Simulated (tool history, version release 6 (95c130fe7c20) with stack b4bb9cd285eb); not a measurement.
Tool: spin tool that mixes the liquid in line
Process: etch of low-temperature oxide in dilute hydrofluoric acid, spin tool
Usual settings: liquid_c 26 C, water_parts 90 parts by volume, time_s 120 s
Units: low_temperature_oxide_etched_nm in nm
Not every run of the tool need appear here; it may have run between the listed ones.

run,hour,liquid_c,water_parts,time_s,"read-back film thickness of the low-temperature oxide reference wafer, read on the same gauge (nm)",low_temperature_oxide_etched_nm
1,0,26,90,65,120.01,29.38
2,85.4,26,90,65,120,30.53
3,114.6,26,90,65,120,30.1
4,137.6,22,90,120,119.96,47.21
5,149.8,26,90,120,120.02,55.78
6,170,26,90,120,119.99,55.88
7,203.7,26,90,120,120.04,54.97
8,272.3,26,90,120,120,56.22
9,305.9,26,90,155,120.01,73.35
10,327.9,29.5,50,120,119.97,122.49
# hour 380.5: gauge calibrated
# hour 386.6: thermometer replaced
# hour 401.4: hydrofluoric acid flow meter replaced
11,427.9,21.5,60,95,120,51.05
12,478.4,26,50,180,120.01,143.93
13,502.3,28,80,75,120.01,39.71
14,526.7,26,90,120,120.01,50.9
15,541.4,26,90,120,120.01,51.06
16,563.7,26,75,120,119.99,63.05
17,576.7,21,90,120,120.02,41.24

What if the next run were any one of these 3? Each begins from the tool's condition after run 17:
A,577.1,26,90,145,?,?
B,577.1,26,90,170,?,?
C,577.1,30,115,100,?,?

run,"read-back film thickness of the low-temperature oxide reference wafer, read on the same gauge (nm)",low_temperature_oxide_etched_nm
A,119.99,61.56
B,119.99,72.18
C,119.99,37.46
Without the tool's unlogged condition, the same runs would have read:
run,low_temperature_oxide_etched_nm
A,59.62
B,69.9
C,36.24
